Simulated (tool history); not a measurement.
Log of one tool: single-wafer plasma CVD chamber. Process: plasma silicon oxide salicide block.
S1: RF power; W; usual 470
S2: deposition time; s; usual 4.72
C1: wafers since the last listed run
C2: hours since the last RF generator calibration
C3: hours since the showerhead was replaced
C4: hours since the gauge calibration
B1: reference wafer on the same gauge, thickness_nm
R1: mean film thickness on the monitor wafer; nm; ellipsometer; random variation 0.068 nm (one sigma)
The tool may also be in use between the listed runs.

run	hour	S1	S2	C1	C2	C3	C4	B1	R1
1	0.0	470	4.29	0	2248.7	2790.6	291.1	40.196	39.053
2	28.5	470	4.29	879	2277.2	2819.1	319.6	40.192	38.959
3	63.7	505	4.72	1086	2312.4	2854.3	354.8	40.212	43.806
4	89.0	470	4.72	780	2337.7	2879.6	380.1	40.198	42.908
5	118.2	470	4.72	900	2366.9	2908.8	409.3	40.204	42.970
6	144.0	535	4.72	796	2392.7	2934.6	435.1	40.176	44.509
7	157.7	535	4.72	422	2406.4	2948.3	448.8	40.196	44.399
8	171.4	470	4.72	422	2420.1	2962.0	462.5	40.190	42.709
9	195.9	470	4.72	755	2444.6	2986.5	487.0	40.197	42.850
10	218.2	470	4.72	688	2466.9	3008.8	509.3	40.214	42.844
11	232.1	530	4.72	428	2480.8	3022.7	523.2	40.202	44.464
12	250.7	530	4.72	573	2499.4	3041.3	541.8	40.208	44.324
13	266.8	415	4.72	496	2515.5	3057.4	557.9	40.197	41.421
# hour 281.6: gauge calibrated
# hour 289.6: RF generator calibrated
14	300.6	415	4.72	796	11.0	3091.2	19.0	40.196	42.178
15	324.7	435	4.72	743	35.1	3115.3	43.1	40.215	42.744
16	358.8	435	4.72	1052	69.2	3149.4	77.2	40.176	42.553
# hour 424.0: showerhead replaced
17	437.5	520	4.23	2181	147.9	13.5	155.9	40.198	40.312
18	473.0	470	4.72	1095	183.4	49.0	191.4	40.197	43.626
19	501.9	430	5.11	891	212.3	77.9	220.3	40.201	45.981
20	524.6	395	4.21	700	235.0	100.6	243.0	40.209	36.873
21	554.1	535	4.72	910	264.5	130.1	272.5	40.201	45.177
22	582.8	445	3.86	885	293.2	158.8	301.2	40.222	35.088
23	618.0	470	4.72	1086	328.4	194.0	336.4	40.200	43.493
24	632.6	470	4.72	450	343.0	208.6	351.0	40.198	43.567
25	645.7	470	4.72	404	356.1	221.7	364.1	40.208	43.459
26	661.6	415	5.57	490	372.0	237.6	380.0	40.201	49.555
27	678.0	470	4.72	506	388.4	254.0	396.4	40.209	43.510
28	698.3	470	5.48	626	408.7	274.3	416.7	40.205	50.383
29	759.8	515	3.99	1897	470.2	335.8	478.2	40.194	37.834
# hour 788.5: gauge calibrated
30	795.7	545	4.97	1107	506.1	371.7	7.2	40.200	47.666
31	810.6	470	4.48	459	521.0	386.6	22.1	40.196	41.134
32	822.7	550	4.72	373	533.1	398.7	34.2	40.195	45.590

The tool's hidden state at each run:
gauge reads high (%): 0 in every run
H1: delivered RF power above the setpoint (%)
run	H1
1	-6.1
2	-6.18
3	-6.27
4	-6.34
5	-6.41
6	-6.48
7	-6.52
8	-6.55
9	-6.62
10	-6.68
11	-6.71
12	-6.76
13	-6.81
14	-0.367
15	-0.43
16	-0.52
17	-0.727
18	-0.821
19	-0.897
20	-0.956
21	-1.03
22	-1.11
23	-1.2
24	-1.24
25	-1.27
26	-1.32
27	-1.36
28	-1.41
29	-1.57
30	-1.67
31	-1.71
32	-1.74
